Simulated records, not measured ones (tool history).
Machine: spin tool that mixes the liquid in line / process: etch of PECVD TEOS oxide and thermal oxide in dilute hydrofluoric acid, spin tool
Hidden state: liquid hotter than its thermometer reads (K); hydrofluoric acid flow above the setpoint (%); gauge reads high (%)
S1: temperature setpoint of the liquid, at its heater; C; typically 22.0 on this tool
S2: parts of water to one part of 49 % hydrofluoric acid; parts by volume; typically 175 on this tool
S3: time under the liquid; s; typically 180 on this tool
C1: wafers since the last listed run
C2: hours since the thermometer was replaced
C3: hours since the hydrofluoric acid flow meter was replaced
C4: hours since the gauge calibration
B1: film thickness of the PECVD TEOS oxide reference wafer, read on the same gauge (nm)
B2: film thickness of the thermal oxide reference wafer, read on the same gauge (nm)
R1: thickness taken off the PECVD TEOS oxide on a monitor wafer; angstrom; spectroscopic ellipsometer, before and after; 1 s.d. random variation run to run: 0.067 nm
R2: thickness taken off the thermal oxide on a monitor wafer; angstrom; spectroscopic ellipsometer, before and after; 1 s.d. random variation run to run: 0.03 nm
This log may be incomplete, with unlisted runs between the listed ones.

{"run": 1, "hour": 0.0, "S1": 22.0, "S2": 175, "S3": 180, "C1": 0, "C2": 1220.0, "C3": 632.1, "C4": 1402.1, "B1": 100.02, "B2": 90.002, "R1": 164.6, "R2": 40.58}
{"run": 2, "hour": 62.8, "S1": 22.0, "S2": 175, "S3": 180, "C1": 419, "C2": 1282.8, "C3": 694.9, "C4": 1464.9, "B1": 99.98, "B2": 90.002, "R1": 166.0, "R2": 40.08}
{"run": 3, "hour": 117.7, "S1": 21.0, "S2": 175, "S3": 180, "C1": 366, "C2": 1337.7, "C3": 749.8, "C4": 1519.8, "B1": 100.02, "B2": 90.0, "R1": 160.7, "R2": 39.23}
{"run": 4, "hour": 166.3, "S1": 21.0, "S2": 175, "S3": 180, "C1": 324, "C2": 1386.3, "C3": 798.4, "C4": 1568.4, "B1": 99.97, "B2": 90.013, "R1": 161.6, "R2": 38.58}
{"run": 5, "hour": 263.9, "S1": 21.0, "S2": 175, "S3": 180, "C1": 651, "C2": 1483.9, "C3": 896.0, "C4": 1666.0, "B1": 99.99, "B2": 90.01, "R1": 161.7, "R2": 38.37}
{"run": 6, "hour": 301.2, "S1": 22.0, "S2": 175, "S3": 180, "C1": 249, "C2": 1521.2, "C3": 933.3, "C4": 1703.3, "B1": 100.03, "B2": 89.997, "R1": 169.0, "R2": 39.92}
{"run": 7, "hour": 408.6, "S1": 22.0, "S2": 175, "S3": 180, "C1": 717, "C2": 1628.6, "C3": 1040.7, "C4": 1810.7, "B1": 100.02, "B2": 89.988, "R1": 168.6, "R2": 40.54}
{"run": 8, "hour": 467.7, "S1": 22.0, "S2": 175, "S3": 180, "C1": 394, "C2": 1687.7, "C3": 1099.8, "C4": 1869.8, "B1": 99.98, "B2": 89.982, "R1": 169.7, "R2": 41.15}
{"run": 9, "hour": 563.9, "S1": 20.0, "S2": 95, "S3": 135, "C1": 642, "C2": 1783.9, "C3": 1196.0, "C4": 1966.0, "B1": 100.03, "B2": 90.004, "R1": 237.5, "R2": 56.98}
{"run": 10, "hour": 610.7, "S1": 20.0, "S2": 95, "S3": 135, "C1": 312, "C2": 1830.7, "C3": 1242.8, "C4": 2012.8, "B1": 99.99, "B2": 89.989, "R1": 240.6, "R2": 58.83}
{"hour": 687.1, "done": "gauge calibrated"}
{"run": 11, "hour": 698.7, "S1": 24.5, "S2": 145, "S3": 105, "C1": 587, "C2": 1918.7, "C3": 1330.8, "C4": 11.6, "B1": 100.0, "B2": 89.995, "R1": 138.0, "R2": 32.94}
{"run": 12, "hour": 784.1, "S1": 22.0, "S2": 175, "S3": 180, "C1": 570, "C2": 2004.1, "C3": 1416.2, "C4": 97.0, "B1": 100.01, "B2": 89.982, "R1": 174.5, "R2": 41.8}
{"hour": 791.5, "done": "hydrofluoric acid flow meter replaced"}
{"run": 13, "hour": 885.3, "S1": 20.0, "S2": 120, "S3": 135, "C1": 669, "C2": 2105.3, "C3": 93.8, "C4": 198.2, "B1": 99.99, "B2": 89.993, "R1": 181.1, "R2": 43.97}
{"run": 14, "hour": 966.1, "S1": 22.0, "S2": 95, "S3": 245, "C1": 539, "C2": 2186.1, "C3": 174.6, "C4": 279.0, "B1": 100.01, "B2": 89.987, "R1": 465.4, "R2": 111.55}
{"run": 15, "hour": 1016.5, "S1": 22.0, "S2": 175, "S3": 180, "C1": 336, "C2": 2236.5, "C3": 225.0, "C4": 329.4, "B1": 100.0, "B2": 90.007, "R1": 168.9, "R2": 40.9}
{"run": 16, "hour": 1067.5, "S1": 19.5, "S2": 260, "S3": 100, "C1": 340, "C2": 2287.5, "C3": 276.0, "C4": 380.4, "B1": 100.0, "B2": 89.999, "R1": 53.1, "R2": 12.85}
{"run": 17, "hour": 1140.7, "S1": 22.0, "S2": 175, "S3": 180, "C1": 488, "C2": 2360.7, "C3": 349.2, "C4": 453.6, "B1": 100.03, "B2": 89.967, "R1": 169.4, "R2": 41.21}
{"run": 18, "hour": 1203.2, "S1": 22.0, "S2": 175, "S3": 180, "C1": 417, "C2": 2423.2, "C3": 411.7, "C4": 516.1, "B1": 100.0, "B2": 90.007, "R1": 171.8, "R2": 41.51}
{"hour": 1230.8, "done": "thermometer replaced"}
{"run": 19, "hour": 1288.9, "S1": 22.0, "S2": 175, "S3": 105, "C1": 565, "C2": 58.1, "C3": 497.4, "C4": 601.8, "B1": 100.0, "B2": 89.98, "R1": 94.2, "R2": 22.67}
{"run": 20, "hour": 1350.7, "S1": 19.5, "S2": 115, "S3": 180, "C1": 412, "C2": 119.9, "C3": 559.2, "C4": 663.6, "B1": 99.99, "B2": 89.992, "R1": 238.5, "R2": 57.76}
{"run": 21, "hour": 1441.9, "S1": 20.0, "S2": 230, "S3": 85, "C1": 609, "C2": 211.1, "C3": 650.4, "C4": 754.8, "B1": 100.0, "B2": 90.016, "R1": 51.3, "R2": 12.4}
{"run": 22, "hour": 1739.3, "S1": 24.0, "S2": 230, "S3": 275, "C1": 1986, "C2": 508.5, "C3": 947.8, "C4": 1052.2, "B1": 99.98, "B2": 89.984, "R1": 198.3, "R2": 48.09}
{"run": 23, "hour": 1835.7, "S1": 22.0, "S2": 120, "S3": 180, "C1": 643, "C2": 604.9, "C3": 1044.2, "C4": 1148.6, "B1": 99.99, "B2": 89.986, "R1": 258.6, "R2": 62.53}
{"run": 24, "hour": 1937.3, "S1": 22.0, "S2": 175, "S3": 245, "C1": 678, "C2": 706.5, "C3": 1145.8, "C4": 1250.2, "B1": 99.97, "B2": 89.997, "R1": 229.3, "R2": 54.94}
{"run": 25, "hour": 1993.2, "S1": 22.0, "S2": 175, "S3": 180, "C1": 373, "C2": 762.4, "C3": 1201.7, "C4": 1306.1, "B1": 100.0, "B2": 90.006, "R1": 168.3, "R2": 41.31}

Alternative continuations, all from the tool just after run 25; predict every row:
{"run": "A", "hour": 1993.7, "S1": 23.5, "S2": 175, "S3": 180, "C1": 3, "C2": 762.9, "C3": 1202.2, "C4": 1306.6, "B1": "?", "B2": "?", "R1": "?", "R2": "?"}
{"run": "B", "hour": 1993.7, "S1": 18.0, "S2": 250, "S3": 180, "C1": 3, "C2": 762.9, "C3": 1202.2, "C4": 1306.6, "B1": "?", "B2": "?", "R1": "?", "R2": "?"}
{"run": "C", "hour": 1993.7, "S1": 22.0, "S2": 175, "S3": 115, "C1": 3, "C2": 762.9, "C3": 1202.2, "C4": 1306.6, "B1": "?", "B2": "?", "R1": "?", "R2": "?"}
{"run": "D", "hour": 1993.7, "S1": 22.0, "S2": 175, "S3": 95, "C1": 3, "C2": 762.9, "C3": 1202.2, "C4": 1306.6, "B1": "?", "B2": "?", "R1": "?", "R2": "?"}
{"run": "E", "hour": 1993.7, "S1": 22.0, "S2": 140, "S3": 125, "C1": 3, "C2": 762.9, "C3": 1202.2, "C4": 1306.6, "B1": "?", "B2": "?", "R1": "?", "R2": "?"}

run=A B1=99.98 B2=90.016 R1=179.4 R2=43.50
run=B B1=99.98 B2=90.016 R1=94.8 R2=22.98
run=C B1=99.98 B2=90.016 R1=108.3 R2=26.25
run=D B1=99.98 B2=90.016 R1=89.4 R2=21.69
run=E B1=99.98 B2=90.016 R1=152.6 R2=37.01
The same runs, with their run-to-run variation unchanged, on a tool lacking any hidden condition would have given:
run=A R1=165.3 R2=40.09
run=B R1=87.2 R2=21.14
run=C R1=99.8 R2=24.19
run=D R1=82.4 R2=19.98
run=E R1=140.8 R2=34.14
